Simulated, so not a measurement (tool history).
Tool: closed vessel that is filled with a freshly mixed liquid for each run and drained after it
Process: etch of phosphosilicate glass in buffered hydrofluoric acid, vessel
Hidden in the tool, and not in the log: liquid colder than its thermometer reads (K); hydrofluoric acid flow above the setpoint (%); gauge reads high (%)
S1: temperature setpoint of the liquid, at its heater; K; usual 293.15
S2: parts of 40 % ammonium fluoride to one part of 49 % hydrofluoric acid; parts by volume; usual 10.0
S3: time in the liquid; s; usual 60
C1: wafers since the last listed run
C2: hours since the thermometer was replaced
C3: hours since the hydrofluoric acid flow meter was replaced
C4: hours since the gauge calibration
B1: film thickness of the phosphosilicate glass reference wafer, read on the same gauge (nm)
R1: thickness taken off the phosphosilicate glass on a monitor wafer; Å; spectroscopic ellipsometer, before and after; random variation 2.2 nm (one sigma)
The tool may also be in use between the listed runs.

Run 1, hour 0.0: usual settings; C1 0; C2 1838.1; C3 1044.6; C4 669.5; B1 50.00. Result: R1 3359.9 Å.
Run 2, hour 27.2: usual settings; C1 3176; C2 1865.3; C3 1071.8; C4 696.7; B1 49.96. Result: R1 3285.0 Å.
Run 3, hour 79.9: usual settings; C1 6153; C2 1918.0; C3 1124.5; C4 749.4; B1 49.98. Result: R1 3358.3 Å.
Run 4, hour 128.8: usual settings; C1 5710; C2 1966.9; C3 1173.4; C4 798.3; B1 49.98. Result: R1 3347.2 Å.
Run 5, hour 155.1: usual settings; C1 3071; C2 1993.2; C3 1199.7; C4 824.6; B1 49.95. Result: R1 3356.7 Å.
Run 6, hour 208.7: usual settings; C1 6259; C2 2046.8; C3 1253.3; C4 878.2; B1 50.00. Result: R1 3342.6 Å.
Run 7, hour 254.2: usual settings but S1 290.15 K; C1 5313; C2 2092.3; C3 1298.8; C4 923.7; B1 49.98. Result: R1 2832.4 Å.
Run 8, hour 315.5: usual settings but S1 290.15 K; C1 7158; C2 2153.6; C3 1360.1; C4 985.0; B1 49.93. Result: R1 2857.2 Å.
Run 9, hour 341.3: usual settings; C1 3012; C2 2179.4; C3 1385.9; C4 1010.8; B1 50.01. Result: R1 3364.2 Å.
Run 10, hour 383.8: usual settings; C1 4962; C2 2221.9; C3 1428.4; C4 1053.3; B1 50.04. Result: R1 3359.1 Å.
Run 11, hour 420.6: usual settings but S2 8.0 parts by volume, S3 70 s; C1 4297; C2 2258.7; C3 1465.2; C4 1090.1; B1 50.05. Result: R1 4956.9 Å.
At hour 427.4: gauge calibrated.
Run 12, hour 491.4: usual settings but S2 8.0 parts by volume, S3 70 s; C1 8267; C2 2329.5; C3 1536.0; C4 64.0; B1 50.03. Result: R1 4887.0 Å.
Run 13, hour 538.2: usual settings; C1 5464; C2 2376.3; C3 1582.8; C4 110.8; B1 50.01. Result: R1 3358.0 Å.
Run 14, hour 586.5: usual settings but S1 290.15 K, S2 9.0 parts by volume, S3 90 s; C1 5640; C2 2424.6; C3 1631.1; C4 159.1; B1 50.02. Result: R1 4693.2 Å.
Run 15, hour 632.1: usual settings but S2 6.5 parts by volume, S3 70 s; C1 5324; C2 2470.2; C3 1676.7; C4 204.7; B1 49.98. Result: R1 6037.6 Å.
Run 16, hour 658.8: usual settings; C1 3117; C2 2496.9; C3 1703.4; C4 231.4; B1 50.05. Result: R1 3432.4 Å.
At hour 706.2: thermometer replaced.
At hour 782.3: hydrofluoric acid flow meter replaced.
Run 17, hour 793.2: usual settings but S2 12.5 parts by volume; C1 15460; C2 87.0; C3 10.9; C4 365.8; B1 49.98. Result: R1 2620.8 Å.
Run 18, hour 852.4: usual settings but S1 296.65 K, S3 75 s; C1 6912; C2 146.2; C3 70.1; C4 425.0; B1 49.97. Result: R1 4955.3 Å.
Run 19, hour 896.3: usual settings but S2 7.5 parts by volume, S3 30 s; C1 5126; C2 190.1; C3 114.0; C4 468.9; B1 50.02. Result: R1 2178.1 Å.
Run 20, hour 930.5: usual settings but S2 13.0 parts by volume; C1 3993; C2 224.3; C3 148.2; C4 503.1; B1 49.97. Result: R1 2555.8 Å.
Run 21, hour 1001.5: usual settings; C1 8290; C2 295.3; C3 219.2; C4 574.1; B1 50.00. Result: R1 3293.9 Å.
Run 22, hour 1029.7: usual settings but S1 295.15 K, S2 11.5 parts by volume, S3 85 s; C1 3292; C2 323.5; C3 247.4; C4 602.3; B1 50.01. Result: R1 4587.4 Å.
Run 23, hour 1097.0: usual settings but S3 45 s; C1 7858; C2 390.8; C3 314.7; C4 669.6; B1 50.02. Result: R1 2451.6 Å.
Run 24, hour 1132.0: usual settings but S2 9.0 parts by volume; C1 4087; C2 425.8; C3 349.7; C4 704.6; B1 49.97. Result: R1 3618.6 Å.
Run 25, hour 1187.3: usual settings but S2 8.5 parts by volume, S3 95 s; C1 6457; C2 481.1; C3 405.0; C4 759.9; B1 50.01. Result: R1 6030.4 Å.
Run 26, hour 1223.0: usual settings but S2 12.5 parts by volume, S3 90 s; C1 4168; C2 516.8; C3 440.7; C4 795.6; B1 50.00. Result: R1 4024.4 Å.
Run 27, hour 1292.6: usual settings but S1 296.15 K; C1 8127; C2 586.4; C3 510.3; C4 865.2; B1 49.94. Result: R1 3923.5 Å.
Run 28, hour 1334.9: usual settings but S2 6.5 parts by volume, S3 80 s; C1 4939; C2 628.7; C3 552.6; C4 907.5; B1 50.01. Result: R1 6682.2 Å.
Run 29, hour 1393.8: usual settings but S1 295.15 K; C1 6877; C2 687.6; C3 611.5; C4 966.4; B1 50.02. Result: R1 3726.9 Å.
Run 30, hour 1453.3: usual settings but S1 290.15 K, S2 11.5 parts by volume, S3 30 s; C1 6947; C2 747.1; C3 671.0; C4 1025.9; B1 50.00. Result: R1 1235.7 Å.
Run 31, hour 1498.0: usual settings; C1 5219; C2 791.8; C3 715.7; C4 1070.6; B1 50.02. Result: R1 3326.5 Å.
Run 32, hour 1544.7: usual settings but S1 296.65 K, S2 8.0 parts by volume, S3 50 s; C1 5453; C2 838.5; C3 762.4; C4 1117.3; B1 50.00. Result: R1 4153.0 Å.
Run 33, hour 1579.2: usual settings; C1 4028; C2 873.0; C3 796.9; C4 1151.8; B1 50.00. Result: R1 3355.6 Å.

How the hidden state differs across the entries between the runs, from the last listed run before each to the first after it:
Between runs 11 and 12: gauge calibrated (hour 427.4)
  hydrofluoric acid flow above the setpoint (%): 6.31 -> 6.59
  measured less the result without the state, R1: +317.8 -> +326.4 Å
Between runs 16 and 17: thermometer replaced (hour 706.2); hydrofluoric acid flow meter replaced (hour 782.3)
  hydrofluoric acid flow above the setpoint (%): 7.25 -> 1.2
  measured less the result without the state, R1: +148.2 -> +30.4 Å
